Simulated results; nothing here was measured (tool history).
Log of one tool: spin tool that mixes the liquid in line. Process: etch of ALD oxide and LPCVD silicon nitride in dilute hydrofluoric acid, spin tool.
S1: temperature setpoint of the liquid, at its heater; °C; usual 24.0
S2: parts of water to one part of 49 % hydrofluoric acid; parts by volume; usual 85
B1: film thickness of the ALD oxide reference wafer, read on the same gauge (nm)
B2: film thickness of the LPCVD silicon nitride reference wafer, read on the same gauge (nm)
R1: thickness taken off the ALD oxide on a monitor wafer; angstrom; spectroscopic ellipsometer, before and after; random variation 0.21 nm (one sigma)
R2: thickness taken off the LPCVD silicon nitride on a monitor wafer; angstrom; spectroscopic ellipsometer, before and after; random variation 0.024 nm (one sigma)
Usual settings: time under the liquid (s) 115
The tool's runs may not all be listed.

Run 1, hour 0.0: usual settings; B1 129.98; B2 100.011. Result: R1 213.8 angstrom, R2 7.48 angstrom.
Run 2, hour 54.5: usual settings; B1 130.00; B2 100.013. Result: R1 220.4 angstrom, R2 7.11 angstrom.
Run 3, hour 147.1: usual settings; B1 130.01; B2 99.995. Result: R1 213.3 angstrom, R2 6.98 angstrom.
Run 4, hour 222.1: usual settings; B1 130.00; B2 100.017. Result: R1 213.8 angstrom, R2 6.80 angstrom.
Run 5, hour 287.3: usual settings; B1 130.00; B2 99.998. Result: R1 215.1 angstrom, R2 6.66 angstrom.
Run 6, hour 392.7: usual settings; B1 130.01; B2 99.987. Result: R1 213.8 angstrom, R2 6.39 angstrom.
Run 7, hour 473.4: usual settings; B1 129.97; B2 100.002. Result: R1 210.0 angstrom, R2 6.75 angstrom.
Run 8, hour 553.1: usual settings; B1 130.00; B2 99.998. Result: R1 209.9 angstrom, R2 6.97 angstrom.
Run 9, hour 639.5: usual settings; B1 130.02; B2 100.005. Result: R1 209.0 angstrom, R2 6.66 angstrom.
Run 10, hour 737.0: usual settings; B1 130.02; B2 99.987. Result: R1 208.1 angstrom, R2 7.03 angstrom.
Run 11, hour 777.3: usual settings but time under the liquid (s) 80; B1 130.03; B2 100.014. Result: R1 142.0 angstrom, R2 4.71 angstrom.
Run 12, hour 844.3: usual settings but S2 115 parts by volume, time under the liquid (s) 60; B1 129.99; B2 100.020. Result: R1 85.2 angstrom, R2 2.80 angstrom.
Run 13, hour 909.5: usual settings but time under the liquid (s) 145; B1 129.97; B2 99.998. Result: R1 285.4 angstrom, R2 9.33 angstrom.
Run 14, hour 974.8: usual settings; B1 129.98; B2 100.003. Result: R1 228.2 angstrom, R2 7.06 angstrom.
Run 15, hour 1014.1: usual settings but S2 75 parts by volume; B1 130.01; B2 99.999. Result: R1 258.2 angstrom, R2 8.15 angstrom.
Run 16, hour 1063.8: usual settings but S1 22.0 °C, S2 105 parts by volume, time under the liquid (s) 145; B1 130.00; B2 100.008. Result: R1 203.9 angstrom, R2 6.44 angstrom.
Run 17, hour 1117.2: usual settings but S1 20.0 °C, time under the liquid (s) 75; B1 129.97; B2 100.020. Result: R1 120.7 angstrom, R2 3.82 angstrom.
Run 18, hour 1210.5: usual settings but S2 100 parts by volume, time under the liquid (s) 85; B1 129.97; B2 100.000. Result: R1 135.8 angstrom, R2 4.31 angstrom.
Run 19, hour 1251.3: usual settings but S1 26.0 °C, S2 50 parts by volume, time under the liquid (s) 95; B1 130.03; B2 99.994. Result: R1 350.9 angstrom, R2 10.82 angstrom.
Run 20, hour 1344.1: usual settings but S1 26.0 °C, S2 100 parts by volume, time under the liquid (s) 70; B1 130.01; B2 100.000. Result: R1 119.9 angstrom, R2 4.02 angstrom.
Run 21, hour 1385.1: usual settings but S2 100 parts by volume; B1 130.02; B2 100.008. Result: R1 183.3 angstrom, R2 6.01 angstrom.
Run 22, hour 1459.3: usual settings but S2 125 parts by volume; B1 129.98; B2 100.002. Result: R1 139.3 angstrom, R2 4.78 angstrom.
Run 23, hour 1562.1: usual settings but S1 21.5 °C; B1 129.95; B2 100.009. Result: R1 194.3 angstrom, R2 5.67 angstrom.
Run 24, hour 1625.5: usual settings but S1 20.0 °C, S2 105 parts by volume, time under the liquid (s) 60; B1 129.97; B2 100.028. Result: R1 75.6 angstrom, R2 2.27 angstrom.
Run 25, hour 1688.4: usual settings but S1 19.5 °C; B1 130.04; B2 100.012. Result: R1 177.6 angstrom, R2 4.89 angstrom.
Run 26, hour 1727.1: usual settings; B1 130.04; B2 100.024. Result: R1 212.0 angstrom, R2 6.76 angstrom.

Taken out of this log: 3 entries between the listed runs. Where each belongs, and how the hidden state differs across it:
Between runs 7 and 8: thermometer replaced (hour 525.6)
  hydrofluoric acid flow below the setpoint (%): 6.88 -> 7.42
  measured less the result without the state, R1: -17.3 -> -18.8 angstrom; R2: -0.49 -> -0.56 angstrom
Between runs 11 and 12: hydrofluoric acid flow meter replaced (hour 789.3)
  hydrofluoric acid flow below the setpoint (%): 8.95 -> 0.398
  measured less the result without the state, R1: -15.6 -> -0.3 angstrom; R2: -0.45 -> -0.01 angstrom
Between runs 12 and 13: gauge calibrated (hour 907.0)
  hydrofluoric acid flow below the setpoint (%): 0.398 -> 0.842
  measured less the result without the state, R1: -0.3 -> -2.6 angstrom; R2: -0.01 -> -0.07 angstrom

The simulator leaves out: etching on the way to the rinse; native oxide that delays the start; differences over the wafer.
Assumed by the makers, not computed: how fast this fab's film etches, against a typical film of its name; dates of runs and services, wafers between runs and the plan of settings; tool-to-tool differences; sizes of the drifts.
